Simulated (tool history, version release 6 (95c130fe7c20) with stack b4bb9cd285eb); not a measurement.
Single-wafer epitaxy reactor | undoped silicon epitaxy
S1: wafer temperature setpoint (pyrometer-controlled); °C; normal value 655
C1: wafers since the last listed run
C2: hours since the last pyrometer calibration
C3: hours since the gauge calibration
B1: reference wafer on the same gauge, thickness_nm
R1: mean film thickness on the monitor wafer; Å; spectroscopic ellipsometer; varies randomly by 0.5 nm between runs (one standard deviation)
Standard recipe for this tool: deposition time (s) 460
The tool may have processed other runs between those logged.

{"run": 1, "hour": 0.0, "S1": 655, "deposition time (s)": 460, "C1": 0, "C2": 2444, "C3": 315, "B1": 90.516, "R1": 783.75}
{"run": 2, "hour": 14.9, "S1": 655, "deposition time (s)": 392, "C1": 73, "C2": 2458.9, "C3": 329.9, "B1": 90.495, "R1": 668.2}
{"run": 3, "hour": 27.1, "S1": 655, "deposition time (s)": 392, "C1": 60, "C2": 2471.1, "C3": 342.1, "B1": 90.509, "R1": 660.03}
{"run": 4, "hour": 37.2, "S1": 655, "deposition time (s)": 460, "C1": 50, "C2": 2481.2, "C3": 352.2, "B1": 90.764, "R1": 775.52}
{"run": 5, "hour": 43.6, "S1": 655, "deposition time (s)": 460, "C1": 31, "C2": 2487.6, "C3": 358.6, "B1": 90.806, "R1": 766.79}
{"hour": 53.5, "done": "gauge calibrated"}
{"run": 6, "hour": 93.9, "S1": 655, "deposition time (s)": 460, "C1": 249, "C2": 2537.9, "C3": 40.4, "B1": 90.629, "R1": 779.55}
{"run": 7, "hour": 104.8, "S1": 655, "deposition time (s)": 460, "C1": 54, "C2": 2548.8, "C3": 51.3, "B1": 90.548, "R1": 777.42}
{"run": 8, "hour": 117.6, "S1": 655, "deposition time (s)": 460, "C1": 63, "C2": 2561.6, "C3": 64.1, "B1": 90.564, "R1": 771.62}
{"run": 9, "hour": 132.9, "S1": 646, "deposition time (s)": 460, "C1": 75, "C2": 2576.9, "C3": 79.4, "B1": 90.539, "R1": 621.65}
{"run": 10, "hour": 146.7, "S1": 655, "deposition time (s)": 460, "C1": 68, "C2": 2590.7, "C3": 93.2, "B1": 90.724, "R1": 772.89}
{"run": 11, "hour": 163.0, "S1": 655, "deposition time (s)": 409, "C1": 80, "C2": 2607, "C3": 109.5, "B1": 90.527, "R1": 692.23}
{"run": 12, "hour": 171.9, "S1": 655, "deposition time (s)": 460, "C1": 44, "C2": 2615.9, "C3": 118.4, "B1": 90.592, "R1": 778.71}
{"run": 13, "hour": 183.9, "S1": 655, "deposition time (s)": 460, "C1": 59, "C2": 2627.9, "C3": 130.4, "B1": 90.634, "R1": 776.69}
{"run": 14, "hour": 191.0, "S1": 655, "deposition time (s)": 460, "C1": 35, "C2": 2635, "C3": 137.5, "B1": 90.595, "R1": 778.27}
{"run": 15, "hour": 203.0, "S1": 655, "deposition time (s)": 460, "C1": 59, "C2": 2647, "C3": 149.5, "B1": 90.478, "R1": 777.03}
{"run": 16, "hour": 220.4, "S1": 655, "deposition time (s)": 460, "C1": 86, "C2": 2664.4, "C3": 166.9, "B1": 90.725, "R1": 774.51}
{"run": 17, "hour": 231.7, "S1": 661, "deposition time (s)": 460, "C1": 56, "C2": 2675.7, "C3": 178.2, "B1": 90.493, "R1": 888.98}
{"run": 18, "hour": 243.1, "S1": 661, "deposition time (s)": 460, "C1": 56, "C2": 2687.1, "C3": 189.6, "B1": 90.662, "R1": 901.4}
{"run": 19, "hour": 253.2, "S1": 661, "deposition time (s)": 460, "C1": 50, "C2": 2697.2, "C3": 199.7, "B1": 90.475, "R1": 896.47}
{"run": 20, "hour": 268.4, "S1": 668, "deposition time (s)": 514, "C1": 75, "C2": 2712.4, "C3": 214.9, "B1": 90.611, "R1": 1182.62}
{"run": 21, "hour": 314.3, "S1": 655, "deposition time (s)": 460, "C1": 227, "C2": 2758.3, "C3": 260.8, "B1": 90.674, "R1": 769.64}
{"run": 22, "hour": 330.4, "S1": 662, "deposition time (s)": 369, "C1": 79, "C2": 2774.4, "C3": 276.9, "B1": 90.571, "R1": 745.2}
{"run": 23, "hour": 337.7, "S1": 667, "deposition time (s)": 512, "C1": 36, "C2": 2781.7, "C3": 284.2, "B1": 90.595, "R1": 1170.25}
{"run": 24, "hour": 346.1, "S1": 643, "deposition time (s)": 403, "C1": 41, "C2": 2790.1, "C3": 292.6, "B1": 90.692, "R1": 504.92}
{"hour": 358.8, "done": "pyrometer calibrated"}
{"run": 25, "hour": 360.1, "S1": 662, "deposition time (s)": 373, "C1": 29, "C2": 1.3, "C3": 306.6, "B1": 90.399, "R1": 689.2}
{"run": 26, "hour": 368.0, "S1": 640, "deposition time (s)": 386, "C1": 39, "C2": 9.2, "C3": 314.5, "B1": 90.666, "R1": 410.1}
{"run": 27, "hour": 383.2, "S1": 648, "deposition time (s)": 433, "C1": 75, "C2": 24.4, "C3": 329.7, "B1": 90.364, "R1": 563.91}
{"run": 28, "hour": 390.1, "S1": 655, "deposition time (s)": 460, "C1": 34, "C2": 31.3, "C3": 336.6, "B1": 90.543, "R1": 719.23}
{"run": 29, "hour": 405.3, "S1": 655, "deposition time (s)": 460, "C1": 75, "C2": 46.5, "C3": 351.8, "B1": 90.489, "R1": 717.89}
{"hour": 413.6, "done": "gauge calibrated"}
{"run": 30, "hour": 420.3, "S1": 649, "deposition time (s)": 487, "C1": 74, "C2": 61.5, "C3": 6.7, "B1": 90.53, "R1": 650.16}
{"run": 31, "hour": 433.1, "S1": 651, "deposition time (s)": 496, "C1": 63, "C2": 74.3, "C3": 19.5, "B1": 90.672, "R1": 687.38}
{"hour": 456.5, "done": "pyrometer calibrated, repeated, since the last time left the tool worse"}
{"run": 32, "hour": 457.0, "S1": 663, "deposition time (s)": 412, "C1": 78, "C2": 0.5, "C3": 43.4, "B1": 90.54, "R1": 929.29}
{"run": 33, "hour": 466.8, "S1": 655, "deposition time (s)": 460, "C1": 48, "C2": 10.3, "C3": 53.2, "B1": 90.462, "R1": 851.91}
{"run": 34, "hour": 483.5, "S1": 649, "deposition time (s)": 460, "C1": 82, "C2": 27, "C3": 69.9, "B1": 90.71, "R1": 738.25}
{"run": 35, "hour": 497.2, "S1": 661, "deposition time (s)": 412, "C1": 67, "C2": 40.7, "C3": 83.6, "B1": 90.572, "R1": 880.42}
{"run": 36, "hour": 503.8, "S1": 655, "deposition time (s)": 517, "C1": 32, "C2": 47.3, "C3": 90.2, "B1": 90.662, "R1": 963.38}
{"run": 37, "hour": 512.0, "S1": 666, "deposition time (s)": 429, "C1": 40, "C2": 55.5, "C3": 98.4, "B1": 90.646, "R1": 1035.1}
{"run": 38, "hour": 522.2, "S1": 664, "deposition time (s)": 460, "C1": 50, "C2": 65.7, "C3": 108.6, "B1": 90.791, "R1": 1055.13}

Each row is a separate what-if for the run after 38, all from the same tool condition, not one after another. Results?
{"run": "A", "hour": 522.7, "S1": 655, "deposition time (s)": 531, "C1": 2, "C2": 66.2, "C3": 109.1, "B1": "?", "R1": "?"}
{"run": "B", "hour": 522.7, "S1": 647, "deposition time (s)": 387, "C1": 2, "C2": 66.2, "C3": 109.1, "B1": "?", "R1": "?"}
{"run": "C", "hour": 522.7, "S1": 644, "deposition time (s)": 393, "C1": 2, "C2": 66.2, "C3": 109.1, "B1": "?", "R1": "?"}
{"run": "D", "hour": 522.7, "S1": 655, "deposition time (s)": 380, "C1": 2, "C2": 66.2, "C3": 109.1, "B1": "?", "R1": "?"}

run=A B1=90.705 R1=988.04
run=B B1=90.705 R1=590.27
run=C B1=90.705 R1=555.79
run=D B1=90.705 R1=707.07
With no hidden state in the tool, these same runs would have given:
run=A R1=1002.21
run=B R1=598.91
run=C R1=563.98
run=D R1=717.22

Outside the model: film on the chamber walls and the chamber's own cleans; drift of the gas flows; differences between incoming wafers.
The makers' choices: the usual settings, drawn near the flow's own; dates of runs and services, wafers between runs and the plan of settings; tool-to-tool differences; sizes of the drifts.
